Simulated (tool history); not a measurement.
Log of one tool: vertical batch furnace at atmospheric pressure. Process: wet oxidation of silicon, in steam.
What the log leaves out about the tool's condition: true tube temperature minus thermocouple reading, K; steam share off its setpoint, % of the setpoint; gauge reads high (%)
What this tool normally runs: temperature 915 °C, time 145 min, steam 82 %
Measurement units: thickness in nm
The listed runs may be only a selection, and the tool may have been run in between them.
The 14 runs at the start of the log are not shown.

| run | hour | temperature | time | steam | wafers since the last listed run | hours since the last temperature calibration | hours since the steam generator was serviced | hours since the gauge calibration | read-back reference wafer on the same gauge, thickness | thickness |
|---|---|---|---|---|---|---|---|---|---|---|
| 15 | 846.6 | 915 | 145 | 82 | 455 | 359.8 | 214.8 | 1555 | 390.25 | 346.39 |
| 16 | 873.6 | 915 | 116 | 82 | 228 | 386.8 | 241.8 | 1582 | 389.78 | 291.91 |
| 17 | 931.4 | 915 | 116 | 82 | 488 | 444.6 | 299.6 | 1639.8 | 390.01 | 290.31 |
| 18 | 1001.6 | 915 | 145 | 82 | 593 | 514.8 | 369.8 | 1710 | 389.84 | 349.24 |
| 19 | 1027.8 | 898 | 145 | 86 | 221 | 541 | 396 | 1736.2 | 390.01 | 299.42 |
| 20 | 1081.9 | 936 | 114.5 | 82 | 457 | 595.1 | 450.1 | 1790.3 | 389.52 | 351.42 |
| 21 | 1109.3 | 940 | 145 | 82 | 231 | 622.5 | 477.5 | 1817.7 | 389.96 | 435.29 |
| 22 | 1178.7 | 906 | 145 | 82 | 586 | 691.9 | 546.9 | 1887.1 | 390.3 | 319.1 |
| 23 | 1235.2 | 902 | 170 | 85 | 477 | 748.4 | 603.4 | 1943.6 | 390.28 | 355.07 |
| 24 | 1288 | 915 | 145 | 82 | 446 | 801.2 | 656.2 | 1996.4 | 389.92 | 345.94 |
|  | 1294 | gauge calibrated |
| 25 | 1349.3 | 895 | 212 | 79 | 518 | 862.5 | 717.5 | 55.3 | 390.03 | 363.79 |
| 26 | 1397.8 | 897 | 145 | 91 | 410 | 911 | 766 | 103.8 | 390.11 | 308.58 |
| 27 | 1441.1 | 915 | 145 | 82 | 366 | 954.3 | 809.3 | 147.1 | 389.34 | 349.24 |
| 28 | 1496.4 | 915 | 145 | 82 | 467 | 1009.6 | 864.6 | 202.4 | 389.72 | 348.98 |
| 29 | 1533.4 | 909 | 96.5 | 75 | 312 | 1046.6 | 901.6 | 239.4 | 390.2 | 218.69 |
| 30 | 1569.2 | 924 | 168 | 87 | 302 | 1082.4 | 937.4 | 275.2 | 389.09 | 435.81 |
| 31 | 1626.6 | 902 | 145 | 82 | 485 | 1139.8 | 994.8 | 332.6 | 390.11 | 301.15 |
| 32 | 1664 | 902 | 193.5 | 89 | 316 | 1177.2 | 1032.2 | 370 | 389.98 | 404.16 |
| 33 | 1692.3 | 900 | 145 | 72 | 239 | 1205.5 | 1060.5 | 398.3 | 389.94 | 267.18 |
| 34 | 1739 | 927 | 145 | 77 | 394 | 1252.2 | 1107.2 | 445 | 390.33 | 371.19 |
| 35 | 1765.3 | 935 | 185 | 82 | 222 | 1278.5 | 1133.5 | 471.3 | 390.32 | 495.83 |
| 36 | 1812.6 | 915 | 145 | 87 | 400 | 1325.8 | 1180.8 | 518.6 | 390.02 | 362.95 |
| 37 | 1846.9 | 895 | 109 | 73 | 290 | 1360.1 | 1215.1 | 552.9 | 390.34 | 201.05 |
| 38 | 1913.3 | 915 | 145 | 88 | 561 | 1426.5 | 1281.5 | 619.3 | 390.39 | 367.7 |

Each row is a separate what-if for the run after 38, all from the same tool condition, not one after another. Results?
| A | 1920.3 | 915 | 115.5 | 82 | 59 | 1433.5 | 1288.5 | 626.3 | ? | ? |
| B | 1920.3 | 901 | 145 | 82 | 59 | 1433.5 | 1288.5 | 626.3 | ? | ? |
| C | 1920.3 | 915 | 145 | 76 | 59 | 1433.5 | 1288.5 | 626.3 | ? | ? |
| D | 1920.3 | 915 | 145 | 93 | 59 | 1433.5 | 1288.5 | 626.3 | ? | ? |

| run | read-back reference wafer on the same gauge, thickness | thickness |
|---|---|---|
| A | 390.17 | 290.11 |
| B | 390.17 | 299.54 |
| C | 390.17 | 326.77 |
| D | 390.17 | 381.91 |
With no hidden state in the tool, these same runs would have given:
| run | thickness |
|---|---|
| A | 288.58 |
| B | 296.7 |
| C | 325.19 |
| D | 380.3 |
